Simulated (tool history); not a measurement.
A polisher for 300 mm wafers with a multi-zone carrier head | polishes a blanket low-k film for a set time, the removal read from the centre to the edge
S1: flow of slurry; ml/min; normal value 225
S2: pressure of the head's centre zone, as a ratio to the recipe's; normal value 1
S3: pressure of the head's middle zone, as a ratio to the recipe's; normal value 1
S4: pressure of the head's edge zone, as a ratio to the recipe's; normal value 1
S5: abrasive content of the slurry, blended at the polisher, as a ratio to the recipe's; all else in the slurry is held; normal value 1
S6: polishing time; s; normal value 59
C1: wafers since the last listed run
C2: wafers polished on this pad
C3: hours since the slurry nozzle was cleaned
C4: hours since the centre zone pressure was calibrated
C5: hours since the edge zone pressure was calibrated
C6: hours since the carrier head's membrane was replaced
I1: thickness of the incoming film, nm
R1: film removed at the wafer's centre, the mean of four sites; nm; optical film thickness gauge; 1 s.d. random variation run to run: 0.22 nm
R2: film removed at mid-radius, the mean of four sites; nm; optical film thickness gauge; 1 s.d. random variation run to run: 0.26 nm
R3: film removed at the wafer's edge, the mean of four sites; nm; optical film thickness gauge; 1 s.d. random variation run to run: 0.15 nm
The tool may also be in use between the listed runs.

Run 1, hour 0: usual settings; C1 0; C2 117; C3 128.3; C4 214.7; C5 73.7; C6 25.5; I1 655.3. Result: R1 20.5 nm, R2 20.5 nm, R3 21.1 nm.
Run 2, hour 84.4: usual settings; C1 566; C2 683; C3 212.7; C4 299.1; C5 158.1; C6 109.9; I1 652.5. Result: R1 20.6 nm, R2 20.4 nm, R3 21 nm.
Run 3, hour 166.6: usual settings; C1 551; C2 1234; C3 294.9; C4 381.3; C5 240.3; C6 192.1; I1 650.4. Result: R1 19.8 nm, R2 20 nm, R3 20.8 nm.
At hour 194.6: slurry nozzle cleaned.
Run 4, hour 241.5: usual settings; C1 495; C2 1730; C3 46.9; C4 456.2; C5 315.2; C6 267; I1 655.1. Result: R1 21.1 nm, R2 20.6 nm, R3 21.5 nm.
At hour 263.3: worn pad replaced by a new one.
At hour 267: centre zone pressure recalibrated.
Run 5, hour 299.6: usual settings; C1 349; C2 230; C3 105; C4 32.6; C5 373.3; C6 325.1; I1 651.3. Result: R1 20.8 nm, R2 20.5 nm, R3 21.3 nm.
Run 6, hour 392.4: usual settings; C1 622; C2 852; C3 197.8; C4 125.4; C5 466.1; C6 417.9; I1 656.5. Result: R1 20.2 nm, R2 20.6 nm, R3 21 nm.
Run 7, hour 432.3: usual settings; C1 267; C2 1119; C3 237.7; C4 165.3; C5 506; C6 457.8; I1 656.4. Result: R1 20.4 nm, R2 20.3 nm, R3 20.6 nm.
Run 8, hour 474.1: usual settings but S3 1.05; C1 280; C2 1400; C3 279.5; C4 207.1; C5 547.8; C6 499.6; I1 648. Result: R1 19.8 nm, R2 20.8 nm, R3 20.8 nm.
At hour 500.4: edge zone pressure recalibrated.
Run 9, hour 511.1: usual settings; C1 234; C2 1635; C3 316.5; C4 244.1; C5 10.7; C6 536.6; I1 653.1. Result: R1 19.9 nm, R2 20.1 nm, R3 20.8 nm.
At hour 543.5: slurry nozzle cleaned.
At hour 593.3: worn pad replaced by a new one, of another model than before.
Run 10, hour 617.2: usual settings but S1 285 ml/min, S3 0.92, S5 0.75; C1 678; C2 160; C3 73.7; C4 350.2; C5 116.8; C6 642.7; I1 652.7. Result: R1 17.9 nm, R2 17.1 nm, R3 18.4 nm.
At hour 679.7: carrier head's membrane replaced by a new one.
Run 11, hour 694.6: usual settings; C1 485; C2 645; C3 151.1; C4 427.6; C5 194.2; C6 14.9; I1 643.2. Result: R1 20.4 nm, R2 20.2 nm, R3 21.3 nm.
Run 12, hour 768.2: usual settings but S1 160 ml/min, S2 1.04, S3 1.09, S4 0.94; C1 493; C2 1139; C3 224.7; C4 501.2; C5 267.8; C6 88.5; I1 652.5. Result: R1 20.4 nm, R2 21.5 nm, R3 20.5 nm.
At hour 779.7: centre zone pressure recalibrated.
At hour 853.5: slurry nozzle cleaned.
Run 13, hour 854: usual settings but S2 0.92, S4 1.05; C1 555; C2 1694; C3 0.5; C4 74.3; C5 353.6; C6 174.3; I1 636.3. Result: R1 19.1 nm, R2 20.6 nm, R3 22.1 nm.
At hour 888.7: worn pad replaced by a new one.
Run 14, hour 943.6: usual settings but S2 0.93, S4 1.09, S5 1.1; C1 574; C2 368; C3 90.1; C4 163.9; C5 443.2; C6 263.9; I1 654.3. Result: R1 20.1 nm, R2 22 nm, R3 23.2 nm.
Run 15, hour 1023.5: usual settings; C1 535; C2 904; C3 170; C4 243.8; C5 523.1; C6 343.8; I1 649.4. Result: R1 20.2 nm, R2 19.8 nm, R3 21.2 nm.
At hour 1103.5: edge zone pressure recalibrated.
Run 16, hour 1122.8: usual settings but S1 180 ml/min, S3 1.09, S4 1.05, S5 1.1; C1 652; C2 1556; C3 269.3; C4 343.1; C5 19.3; C6 443.1; I1 642.3. Result: R1 20.9 nm, R2 22.6 nm, R3 22.5 nm.
At hour 1199.1: slurry nozzle cleaned.
At hour 1202.6: centre zone pressure recalibrated.
At hour 1214.6: worn pad replaced by a new one.
At hour 1386.9: carrier head's membrane replaced by a new one.
Run 17, hour 1392.5: usual settings but S2 1.11, S3 1.11, S6 41 s; C1 1728; C2 1159; C3 193.4; C4 189.9; C5 289; C6 5.6; I1 642.1. Result: R1 15.9 nm, R2 15.5 nm, R3 14.8 nm.
At hour 1476.6: slurry nozzle cleaned.
Run 18, hour 1479.8: usual settings but S3 1.04, S6 38 s; C1 578; C2 1738; C3 3.2; C4 277.2; C5 376.3; C6 92.9; I1 660.6. Result: R1 13.4 nm, R2 13.8 nm, R3 13.8 nm.
At hour 1535.8: worn pad replaced by a new one.
At hour 1551.9: edge zone pressure recalibrated.
Run 19, hour 1585.5: usual settings; C1 668; C2 320; C3 108.9; C4 382.9; C5 33.6; C6 198.6; I1 638.9. Result: R1 20.7 nm, R2 19.9 nm, R3 21.4 nm.

The same runs without the tool's hidden state, with the same run-to-run variation:
Hidden state present: removal rate lost through wear of the pad, %; slurry flow missing at the pad, %; deviation of the centre zone's pressure from its setpoint, %; deviation of the edge zone's pressure from its setpoint, %.
run    R1    R2    R3
  1  20.9  20.8  21.4
  2  21.3    21  21.5
  3  20.8  20.9  21.5
  4  21.3  20.8  21.6
  5  21.2  20.8  21.5
  6  20.9  21.2  21.4
  7  21.2    21  21.2
  8  20.8  21.7  21.5
  9  21.1  21.1  21.6
 10    18  17.2  18.5
 11  20.7  20.5  21.5
 12    21  22.1  20.9
 13  19.1  20.6  22.2
 14  20.4  22.3  23.4
 15  20.6  20.1  21.5
 16  21.7  23.3  23.1
 17  16.2  15.8    15
 18  13.4  13.8  13.8
 19    21  20.1  21.6
